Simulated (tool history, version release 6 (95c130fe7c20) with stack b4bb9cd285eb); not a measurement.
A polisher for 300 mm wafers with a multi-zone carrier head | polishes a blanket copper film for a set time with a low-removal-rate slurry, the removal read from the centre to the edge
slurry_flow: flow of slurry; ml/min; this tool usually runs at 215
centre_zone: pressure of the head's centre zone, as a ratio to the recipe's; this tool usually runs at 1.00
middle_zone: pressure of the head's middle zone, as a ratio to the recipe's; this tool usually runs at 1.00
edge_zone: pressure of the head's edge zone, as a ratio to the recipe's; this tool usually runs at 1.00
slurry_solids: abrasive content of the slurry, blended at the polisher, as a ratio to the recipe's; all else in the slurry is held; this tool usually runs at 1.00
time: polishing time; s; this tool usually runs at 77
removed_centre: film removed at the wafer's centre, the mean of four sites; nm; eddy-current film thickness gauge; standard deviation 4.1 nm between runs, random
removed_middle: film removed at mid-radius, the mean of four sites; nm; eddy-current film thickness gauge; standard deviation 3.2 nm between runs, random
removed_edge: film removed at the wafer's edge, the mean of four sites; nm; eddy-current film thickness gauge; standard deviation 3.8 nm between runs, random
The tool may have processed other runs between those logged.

run,hour,slurry_flow,centre_zone,middle_zone,edge_zone,slurry_solids,time,"incoming thickness of the incoming film, nm",removed_centre,removed_middle,removed_edge
1,0.0,215,0.95,1.00,1.04,1.00,77,1608.4,290.3,304.4,308.8
# hour 19.6: edge zone pressure recalibrated
# hour 26.3: carrier head's membrane replaced by a new one
2,42.7,215,1.00,0.95,1.00,0.90,77,1582.8,305.0,287.7,294.4
3,125.7,215,1.00,1.00,1.00,1.00,66,1556.0,268.4,261.6,258.7
4,232.6,215,1.00,1.00,0.91,1.00,54,1595.4,222.2,217.3,206.1
5,271.9,215,1.00,1.00,1.00,1.00,77,1583.5,316.6,306.4,310.6
6,313.1,215,1.00,1.00,1.00,0.85,102,1553.6,408.1,389.4,392.7
7,406.4,215,1.00,1.00,1.00,0.90,77,1575.6,316.6,295.2,294.0
8,472.1,215,1.00,1.00,1.00,1.00,77,1593.4,326.9,309.6,305.2
9,562.0,215,0.94,1.00,1.00,1.00,90,1587.0,363.5,358.8,358.4
# hour 651.0: slurry nozzle cleaned
# hour 652.4: worn pad replaced by a new one
10,793.7,215,1.10,1.00,1.00,1.00,77,1582.9,386.0,302.7,300.8
# hour 820.0: centre zone pressure recalibrated
11,845.6,215,1.00,0.89,0.93,1.00,77,1559.1,309.3,276.4,294.7
# hour 930.1: carrier head's membrane replaced by a new one
12,953.6,215,1.00,1.00,1.00,1.00,77,1581.3,315.5,304.4,307.7
13,1022.1,215,1.00,1.00,1.00,1.00,68,1581.6,270.9,270.9,267.0
14,1074.0,215,1.00,1.00,1.07,1.00,62,1575.5,250.4,246.5,255.5

For run 15, what comes out?
15,1151.0,215,1.03,1.00,0.93,1.00,77,1566.8,?,?,?

removed_centre: 327.3 nm
removed_middle: 305.2 nm
removed_edge: 295.1 nm
Without the tool's hidden state the same run would have given removed_centre 318.9 nm, removed_middle 305.2 nm, removed_edge 295.1 nm.

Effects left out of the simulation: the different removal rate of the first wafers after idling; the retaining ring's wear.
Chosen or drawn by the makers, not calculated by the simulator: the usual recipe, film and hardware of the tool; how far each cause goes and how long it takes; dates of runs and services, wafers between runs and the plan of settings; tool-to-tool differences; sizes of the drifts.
